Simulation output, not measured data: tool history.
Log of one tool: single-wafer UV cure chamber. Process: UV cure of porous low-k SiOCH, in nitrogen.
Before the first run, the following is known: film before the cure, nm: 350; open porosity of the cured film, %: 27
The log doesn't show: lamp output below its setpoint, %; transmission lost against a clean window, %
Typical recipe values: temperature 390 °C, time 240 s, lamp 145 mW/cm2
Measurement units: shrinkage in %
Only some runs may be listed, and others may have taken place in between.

run	hour	temperature	time	lamp	wafers since the last listed run	hours since the UV bulbs were replaced	wafers since the quartz window was cleaned	shrinkage
1	0	390	240	145	0	1247.4	1413	12.791
2	20.7	382	240	145	122	1268.1	1535	12.515
3	53.9	377	240	145	196	1301.3	1732	12.421
4	68.3	377	240	145	85	1315.7	1817	12.439
5	88.8	377	240	145	121	1336.2	1938	12.316
6	107.1	378	130	145	108	1354.5	2046	9.514
7	123.9	378	130	145	99	1371.3	2146	9.553
# hour 157.5: quartz window cleaned
8	159.8	378	130	145	164	1407.2	13	9.567
9	191.4	390	240	145	186	1438.8	200	12.763
10	210.3	390	240	145	111	1457.7	312	12.694
11	223.8	390	240	145	79	1471.2	392	12.717
12	239.7	409	300	111	94	1487.1	486	12.573
13	278.5	390	240	145	229	1525.9	715	12.754
14	307	370	120	145	168	1554.4	884	8.962
15	335.1	390	335	133	166	1582.5	1050	13.857
# hour 353.6: UV bulbs replaced
16	362.4	390	115	177	114	8.8	1164	12.088
17	374.7	390	335	133	72	21.1	1237	15.792
18	389.7	404	110	145	88	36.1	1326	11.078
19	421.3	377	240	145	186	67.7	1512	14.293
20	450.9	390	380	160	175	97.3	1687	16.994
21	480.5	390	300	157	175	126.9	1863	15.668

What differs in the tool's unlogged condition from the final listed run ahead of each entry between runs to the first listed run following it?
After run 7, before run 8: quartz window cleaned (hour 157.5)
  lamp output below its setpoint, %: 34.2 -> 34.4
  measured value less the no-hidden-state value, shrinkage: -1.931 -> -1.951 %
After run 15, before run 16: UV bulbs replaced (hour 353.6)
  lamp output below its setpoint, %: 35.3 -> 1.19
  measured value less the no-hidden-state value, shrinkage: -2.187 -> -0.057 %
